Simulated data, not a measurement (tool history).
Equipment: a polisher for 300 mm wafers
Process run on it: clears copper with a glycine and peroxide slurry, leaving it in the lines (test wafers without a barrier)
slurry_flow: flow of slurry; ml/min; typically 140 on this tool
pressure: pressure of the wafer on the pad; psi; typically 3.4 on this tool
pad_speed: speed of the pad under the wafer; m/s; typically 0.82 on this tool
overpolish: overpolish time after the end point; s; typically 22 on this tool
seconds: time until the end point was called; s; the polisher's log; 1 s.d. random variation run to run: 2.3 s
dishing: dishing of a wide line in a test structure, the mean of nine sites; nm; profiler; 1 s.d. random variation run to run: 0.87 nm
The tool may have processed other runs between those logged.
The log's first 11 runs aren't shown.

run,hour,slurry_flow,pressure,pad_speed,overpolish,"incoming thickness of the incoming film, nm",seconds,dishing
12,241.1,140,3.4,0.82,12,836.8,147.0,45.8
13,273.7,140,3.9,0.82,22,849.4,140.5,82.6
14,291.8,140,3.4,0.82,22,832.4,147.5,74.4
15,305.3,140,4.4,0.82,22,830.6,123.9,88.0
# hour 315.1: worn pad replaced by a new one
16,328.9,140,3.4,0.82,22,832.1,151.0,74.9
17,347.7,140,3.4,0.82,22,845.5,156.1,75.3
18,363.1,140,3.4,0.68,17,832.0,175.5,54.0
19,396.9,90,3.0,0.82,22,831.6,170.1,66.0
20,411.6,140,2.6,0.82,28,832.6,184.7,75.9
# hour 442.4: head pressure recalibrated
# hour 449.6: slurry nozzle cleaned
21,469.1,120,2.5,0.82,31,844.7,196.4,77.5
# hour 499.6: worn pad replaced by a new one
22,500.1,140,3.4,0.82,22,851.4,160.1,73.0
23,527.9,140,3.4,0.82,22,848.4,160.0,71.6
24,554.0,125,2.3,1.08,30,836.7,171.4,82.7
25,583.8,140,3.4,0.60,22,840.3,200.7,59.4
# hour 588.6: slurry nozzle cleaned, repeated, since the last time left the tool worse
26,613.2,140,3.4,0.82,22,836.2,146.7,75.8
27,643.0,105,2.8,0.96,27,832.6,149.0,83.0
28,660.1,140,3.4,0.82,19,843.1,150.5,68.8
29,682.5,155,4.4,0.82,22,831.3,119.7,89.4
30,704.9,165,4.1,0.82,28,834.7,125.8,101.1
# hour 717.2: worn pad replaced by a new one
31,718.6,140,3.4,0.98,22,825.2,127.6,84.1
32,753.3,140,3.4,0.82,22,831.9,145.0,76.3
33,787.5,125,3.4,0.82,22,844.8,145.6,73.8

Alternative continuations, all from the tool just after run 33; predict every row:
A,788.0,140,3.4,0.82,22,851.3,?,?
B,788.0,115,4.6,0.58,22,851.3,?,?
C,788.0,105,4.5,0.62,15,851.3,?,?
D,788.0,165,2.7,0.82,33,851.3,?,?
E,788.0,175,3.4,0.64,15,851.3,?,?

run,seconds,dishing
A,148.1,75.8
B,161.9,72.7
C,157.5,54.2
D,170.2,90.2
E,176.3,48.8
Take away the tool's hidden state, keep each run's random variation, and the runs would have read:
run,seconds,dishing
A,146.4,76.5
B,159.8,73.4
C,155.4,54.8
D,168.5,90.8
E,174.5,49.2
